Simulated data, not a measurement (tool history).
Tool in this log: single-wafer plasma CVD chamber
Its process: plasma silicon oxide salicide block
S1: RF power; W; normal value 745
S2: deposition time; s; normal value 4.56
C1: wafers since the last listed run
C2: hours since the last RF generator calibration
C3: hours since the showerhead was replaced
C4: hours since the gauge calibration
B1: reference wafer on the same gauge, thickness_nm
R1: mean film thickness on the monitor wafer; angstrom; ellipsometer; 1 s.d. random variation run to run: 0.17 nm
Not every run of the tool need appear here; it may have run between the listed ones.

run,hour,S1,S2,C1,C2,C3,C4,B1,R1
1,0.0,655,4.91,0,923.9,2490.5,759.6,43.976,518.34
2,89.6,655,4.91,2803,1013.5,2580.1,849.2,44.035,519.20
3,129.1,655,4.91,1236,1053.0,2619.6,888.7,44.030,518.38
4,207.5,745,4.56,2453,1131.4,2698.0,967.1,44.024,506.26
5,244.7,745,4.56,1164,1168.6,2735.2,1004.3,43.964,503.07
6,293.2,745,4.56,1517,1217.1,2783.7,1052.8,43.991,503.99
7,370.2,680,4.24,2409,1294.1,2860.7,1129.8,44.017,450.87
8,418.2,680,4.24,1502,1342.1,2908.7,1177.8,44.029,453.75
9,471.7,680,4.24,1674,1395.6,2962.2,1231.3,43.965,455.39
10,517.8,745,4.26,1442,1441.7,3008.3,1277.4,43.975,470.86
11,559.3,745,4.26,1298,1483.2,3049.8,1318.9,43.986,471.47
12,630.8,745,4.26,2237,1554.7,3121.3,1390.4,44.025,472.06
# hour 695.2: showerhead replaced
13,695.7,745,5.22,1780,1619.6,0.5,1455.3,43.994,573.69
14,756.7,745,4.56,1908,1680.6,61.5,1516.3,43.982,505.25
15,833.7,855,4.11,2409,1757.6,138.5,1593.3,44.025,473.75
16,924.9,870,4.93,2854,1848.8,229.7,1684.5,44.002,571.02
# hour 1003.9: gauge calibrated
17,1013.6,705,3.85,2775,1937.5,318.4,9.7,43.996,412.68
18,1052.3,890,5.22,1211,1976.2,357.1,48.4,43.979,610.96
# hour 1137.2: RF generator calibrated
19,1137.7,805,3.77,2422,0.5,442.5,133.8,44.043,435.04
20,1221.4,745,4.56,2619,84.2,526.2,217.5,44.001,506.15
21,1306.5,645,4.56,2663,169.3,611.3,302.6,44.019,481.18
22,1371.4,670,5.03,2030,234.2,676.2,367.5,44.054,537.40
23,1437.9,690,4.10,2081,300.7,742.7,434.0,43.992,441.95
24,1484.5,830,4.88,1458,347.3,789.3,480.6,44.009,566.36
25,1571.9,745,4.56,2735,434.7,876.7,568.0,44.021,509.09
26,1638.3,745,4.56,2077,501.1,943.1,634.4,44.023,510.47

Forecast each of these 5 alternatives for the next run:
A,1638.7,745,3.66,12,501.5,943.5,634.8,?,?
B,1638.7,705,3.67,12,501.5,943.5,634.8,?,?
C,1638.7,835,4.02,12,501.5,943.5,634.8,?,?
D,1638.7,835,3.99,12,501.5,943.5,634.8,?,?
E,1638.7,855,5.10,12,501.5,943.5,634.8,?,?

run,B1,R1
A,44.002,406.48
B,44.002,399.54
C,44.002,464.94
D,44.002,461.47
E,44.002,594.78
The same runs, with their run-to-run variation unchanged, on a tool lacking any hidden condition would have given:
run,R1
A,409.10
B,402.11
C,467.94
D,464.45
E,598.61

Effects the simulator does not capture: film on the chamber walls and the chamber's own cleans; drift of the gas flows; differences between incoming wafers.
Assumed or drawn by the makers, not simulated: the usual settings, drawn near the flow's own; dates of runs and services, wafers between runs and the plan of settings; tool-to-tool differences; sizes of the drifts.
